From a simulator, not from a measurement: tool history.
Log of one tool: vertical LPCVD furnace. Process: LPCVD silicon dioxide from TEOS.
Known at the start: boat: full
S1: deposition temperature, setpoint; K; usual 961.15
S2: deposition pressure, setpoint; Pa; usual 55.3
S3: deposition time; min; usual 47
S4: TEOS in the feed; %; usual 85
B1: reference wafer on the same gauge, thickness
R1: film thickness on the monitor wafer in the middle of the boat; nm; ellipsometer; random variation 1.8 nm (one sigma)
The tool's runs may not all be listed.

| run | hour | S1 | S2 | S3 | S4 | B1 | R1 |
|---|---|---|---|---|---|---|---|
| 1 | 0 | 961.15 | 55.3 | 47 | 85 | 324.04 | 318.39 |
| 2 | 14.3 | 961.15 | 55.3 | 47 | 85 | 323.93 | 317.86 |
| 3 | 30.9 | 961.15 | 55.3 | 47 | 85 | 323.94 | 316.34 |
| 4 | 63.1 | 961.15 | 46.7 | 47 | 85 | 324.25 | 292.57 |
| 5 | 67.6 | 961.15 | 55.3 | 54.5 | 85 | 323.99 | 370.15 |
| 6 | 72 | 961.15 | 55.3 | 47 | 85 | 323.93 | 316.03 |
| 7 | 76.4 | 961.15 | 62 | 47 | 85 | 323.97 | 336.65 |
| 8 | 92.4 | 961.15 | 62 | 47 | 85 | 324.27 | 339.68 |
| 9 | 104.1 | 961.15 | 55.3 | 47 | 85 | 324.19 | 318.32 |
| 10 | 118.9 | 961.15 | 55.3 | 47 | 85 | 323.89 | 314.68 |
| 11 | 136.6 | 970.15 | 55.3 | 38 | 85 | 324.07 | 317.46 |
| 12 | 151.7 | 956.15 | 63.3 | 47 | 85 | 323.68 | 301.91 |
| 13 | 159.8 | 969.15 | 55.3 | 35.5 | 70 | 323.63 | 263.68 |
| 14 | 167.8 | 968.15 | 55.3 | 64 | 85 | 324.52 | 511.52 |
| 15 | 183 | 961.15 | 65.3 | 47 | 85 | 324.37 | 343.68 |
| 16 | 196.9 | 961.15 | 44.7 | 47 | 97 | 324.27 | 305.23 |
| 17 | 208.7 | 961.15 | 67.3 | 30.5 | 78 | 324 | 219.13 |
| 18 | 216.1 | 953.15 | 55.3 | 56 | 85 | 324.18 | 313.02 |
| 19 | 253.6 | 961.15 | 55.3 | 47 | 85 | 324.16 | 317.49 |
| 20 | 271.6 | 961.15 | 55.3 | 47 | 85 | 323.8 | 322.15 |
| 21 | 315.8 | 961.15 | 55.3 | 47 | 85 | 323.98 | 317.21 |
| 22 | 320.3 | 971.15 | 48.7 | 62.5 | 85 | 324.03 | 503.39 |
| 23 | 324.7 | 953.15 | 49.3 | 47 | 85 | 324.25 | 247.51 |
| 24 | 374.9 | 961.15 | 55.3 | 47 | 85 | 323.99 | 318.64 |
| 25 | 389.1 | 968.15 | 68 | 39.5 | 96 | 323.8 | 375.01 |
| 26 | 401.4 | 953.15 | 55.3 | 61 | 85 | 324.2 | 340.59 |
| 27 | 409.5 | 961.15 | 55.3 | 41.5 | 95 | 323.99 | 298.32 |
| 28 | 426.6 | 961.15 | 55.3 | 47 | 85 | 324.2 | 316.07 |
| 29 | 437.8 | 953.15 | 55.3 | 61 | 85 | 324.11 | 340.69 |
| 30 | 444.1 | 961.15 | 51.3 | 52.5 | 97 | 323.96 | 364.89 |

Not shown: 4 entries that the log had between the listed runs. Between which runs, and how does the tool's hidden state differ before and after?
Between runs 3 and 4: pressure gauge zeroed (hour 59.5); TEOS flow controller replaced (hour 62.6)
  no hidden state differs between the two runs
Between runs 14 and 15: gauge calibrated (hour 167.8)
  no hidden state differs between the two runs
Between runs 20 and 21: thermocouples replaced and temperature profile calibrated (hour 315.3)
  no hidden state differs between the two runs
